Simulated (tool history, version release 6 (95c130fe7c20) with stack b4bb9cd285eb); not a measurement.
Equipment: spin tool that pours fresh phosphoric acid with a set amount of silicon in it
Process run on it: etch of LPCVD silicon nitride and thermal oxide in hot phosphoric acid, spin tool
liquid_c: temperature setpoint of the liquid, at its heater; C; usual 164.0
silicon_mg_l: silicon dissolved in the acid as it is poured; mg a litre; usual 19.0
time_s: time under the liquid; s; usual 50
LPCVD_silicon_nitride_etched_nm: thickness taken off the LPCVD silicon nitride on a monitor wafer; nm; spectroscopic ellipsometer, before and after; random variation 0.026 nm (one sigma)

run,hour,liquid_c,silicon_mg_l,time_s,wafers since the last listed run,hours since the thermometer was replaced,hours since the dissolved silicon flow meter was replaced,hours since the heated supply line was repaired,hours since the gauge calibration,"read-back film thickness of the LPCVD silicon nitride reference wafer, read on the same gauge (nm)",LPCVD_silicon_nitride_etched_nm
1,0.0,164.0,7.5,50,0,2412.5,192.9,255.1,319.3,110.009,4.675
2,53.7,164.0,10.5,35,425,2466.2,246.6,308.8,373.0,109.991,3.244
3,82.9,164.0,19.0,50,231,2495.4,275.8,338.0,402.2,109.974,4.631
4,143.3,165.5,27.0,70,478,2555.8,336.2,398.4,462.6,109.973,6.799
# hour 156.4: thermometer replaced
5,183.3,164.0,19.0,50,309,26.9,376.2,438.4,502.6,109.993,4.785
6,246.1,166.0,24.5,70,497,89.7,439.0,501.2,565.4,109.995,6.967
7,296.7,165.5,19.0,50,401,140.3,489.6,551.8,616.0,110.007,4.952
8,351.9,165.5,19.0,65,437,195.5,544.8,607.0,671.2,109.957,6.422
9,383.0,165.5,29.5,30,246,226.6,575.9,638.1,702.3,109.990,2.968
10,432.2,164.0,19.0,35,390,275.8,625.1,687.3,751.5,110.021,3.271
11,472.6,164.0,19.0,50,320,316.2,665.5,727.7,791.9,110.032,4.720
12,520.8,164.0,19.0,50,382,364.4,713.7,775.9,840.1,109.971,4.701
13,633.0,166.0,27.5,65,889,476.6,825.9,888.1,952.3,109.988,6.571
# hour 686.7: dissolved silicon flow meter replaced
14,690.1,164.0,19.0,50,444,533.7,3.4,945.2,1009.4,109.956,4.685
15,738.5,164.0,19.0,50,383,582.1,51.8,993.6,1057.8,109.984,4.709
16,775.5,165.5,34.0,50,293,619.1,88.8,1030.6,1094.8,109.967,4.924
17,846.1,166.0,19.0,50,559,689.7,159.4,1101.2,1165.4,109.997,4.992
18,889.3,162.0,30.5,70,342,732.9,202.6,1144.4,1208.6,110.023,6.154
19,940.7,162.5,32.5,35,407,784.3,254.0,1195.8,1260.0,110.005,3.138
20,974.2,163.0,19.0,25,265,817.8,287.5,1229.3,1293.5,109.997,2.237
21,1038.5,164.0,19.0,50,509,882.1,351.8,1293.6,1357.8,109.994,4.692
22,1072.6,166.5,19.0,50,270,916.2,385.9,1327.7,1391.9,109.974,5.054
23,1142.6,165.5,19.0,65,554,986.2,455.9,1397.7,1461.9,109.997,6.400

Consider 3 possible next runs. They are alternatives, not a sequence: every one starts from the tool as it was left by run 23. What does each give?
A,1143.0,164.0,19.0,50,3,986.6,456.3,1398.1,1462.3,?,?
B,1143.0,161.5,27.5,75,3,986.6,456.3,1398.1,1462.3,?,?
C,1143.0,164.0,5.0,40,3,986.6,456.3,1398.1,1462.3,?,?

run,"read-back film thickness of the LPCVD silicon nitride reference wafer, read on the same gauge (nm)",LPCVD_silicon_nitride_etched_nm
A,110.028,4.681
B,110.028,6.462
C,110.028,3.745
With no hidden state in the tool, these same runs would have given:
run,LPCVD_silicon_nitride_etched_nm
A,4.755
B,6.565
C,3.804

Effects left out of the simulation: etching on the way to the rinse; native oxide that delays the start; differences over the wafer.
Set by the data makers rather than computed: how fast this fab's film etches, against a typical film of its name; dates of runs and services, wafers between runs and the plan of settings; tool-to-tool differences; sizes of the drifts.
